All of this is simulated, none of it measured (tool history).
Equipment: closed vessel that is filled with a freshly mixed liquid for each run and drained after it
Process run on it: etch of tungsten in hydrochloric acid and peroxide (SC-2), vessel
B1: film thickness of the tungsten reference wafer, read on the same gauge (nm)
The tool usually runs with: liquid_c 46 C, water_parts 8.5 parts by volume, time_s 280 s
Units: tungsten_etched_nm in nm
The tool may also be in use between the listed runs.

{"run": 1, "hour": 0.0, "liquid_c": 46, "water_parts": 8.5, "time_s": 280, "B1": 100, "tungsten_etched_nm": 50.8}
{"run": 2, "hour": 48.0, "liquid_c": 49.5, "water_parts": 8.5, "time_s": 280, "B1": 99.99, "tungsten_etched_nm": 64.23}
{"run": 3, "hour": 92.3, "liquid_c": 49.5, "water_parts": 8.5, "time_s": 280, "B1": 99.98, "tungsten_etched_nm": 63.99}
{"run": 4, "hour": 142.5, "liquid_c": 46, "water_parts": 11.5, "time_s": 280, "B1": 100.02, "tungsten_etched_nm": 39.4}
{"run": 5, "hour": 174.1, "liquid_c": 46, "water_parts": 8.5, "time_s": 280, "B1": 100, "tungsten_etched_nm": 50.13}
{"run": 6, "hour": 244.8, "liquid_c": 46, "water_parts": 8.5, "time_s": 280, "B1": 100, "tungsten_etched_nm": 50.14}
{"run": 7, "hour": 306.6, "liquid_c": 46, "water_parts": 6.5, "time_s": 280, "B1": 100.01, "tungsten_etched_nm": 61.89}
{"run": 8, "hour": 517.6, "liquid_c": 46, "water_parts": 8.5, "time_s": 280, "B1": 99.98, "tungsten_etched_nm": 49.05}
{"run": 9, "hour": 544.7, "liquid_c": 46, "water_parts": 8.5, "time_s": 280, "B1": 99.99, "tungsten_etched_nm": 52.53}
{"run": 10, "hour": 611.3, "liquid_c": 46, "water_parts": 8.5, "time_s": 280, "B1": 99.99, "tungsten_etched_nm": 53.01}
{"run": 11, "hour": 637.2, "liquid_c": 46, "water_parts": 12, "time_s": 280, "B1": 100.02, "tungsten_etched_nm": 38.44}
{"run": 12, "hour": 708.5, "liquid_c": 38, "water_parts": 12, "time_s": 170, "B1": 100, "tungsten_etched_nm": 13.61}
{"run": 13, "hour": 746.4, "liquid_c": 54.5, "water_parts": 6, "time_s": 435, "B1": 100.01, "tungsten_etched_nm": 187.02}
{"run": 14, "hour": 805.2, "liquid_c": 38.5, "water_parts": 10.5, "time_s": 355, "B1": 100.01, "tungsten_etched_nm": 32.36}
{"run": 15, "hour": 846.6, "liquid_c": 46, "water_parts": 10, "time_s": 405, "B1": 100.01, "tungsten_etched_nm": 65.52}
{"run": 16, "hour": 879.3, "liquid_c": 42, "water_parts": 8.5, "time_s": 280, "B1": 100, "tungsten_etched_nm": 38.43}
{"run": 17, "hour": 922.9, "liquid_c": 46, "water_parts": 8.5, "time_s": 280, "B1": 99.99, "tungsten_etched_nm": 51.2}
{"run": 18, "hour": 963.1, "liquid_c": 46, "water_parts": 8.5, "time_s": 280, "B1": 99.99, "tungsten_etched_nm": 50.14}
{"run": 19, "hour": 1013.1, "liquid_c": 50, "water_parts": 5, "time_s": 325, "B1": 99.99, "tungsten_etched_nm": 114.56}
{"run": 20, "hour": 1038.8, "liquid_c": 46, "water_parts": 11.5, "time_s": 415, "B1": 100, "tungsten_etched_nm": 58.74}

The log once held 5 entries between its listed runs, left out of this copy. Where does each go, and what is different about the tool's unlogged condition between the listed run before it and the listed run after it?
After run 7, before run 8: thermometer replaced (hour 348); gauge calibrated (hour 445.7)
  peroxide weaker than its label (%): 6.89 -> 8.57
  what was measured, less what the result would be without the hidden state, tungsten_etched_nm: -4.04 -> -4.16 nm
After run 8, before run 9: new drum of peroxide connected (hour 519.5); chemicals flow meter replaced (hour 520.8)
  peroxide weaker than its label (%): 8.57 -> 1.19
  what was measured, less what the result would be without the hidden state, tungsten_etched_nm: -4.16 -> -0.57 nm
After run 18, before run 19: gauge calibrated (hour 972.4)
  peroxide weaker than its label (%): 4.52 -> 4.92
  what was measured, less what the result would be without the hidden state, tungsten_etched_nm: -2.15 -> -5.08 nm

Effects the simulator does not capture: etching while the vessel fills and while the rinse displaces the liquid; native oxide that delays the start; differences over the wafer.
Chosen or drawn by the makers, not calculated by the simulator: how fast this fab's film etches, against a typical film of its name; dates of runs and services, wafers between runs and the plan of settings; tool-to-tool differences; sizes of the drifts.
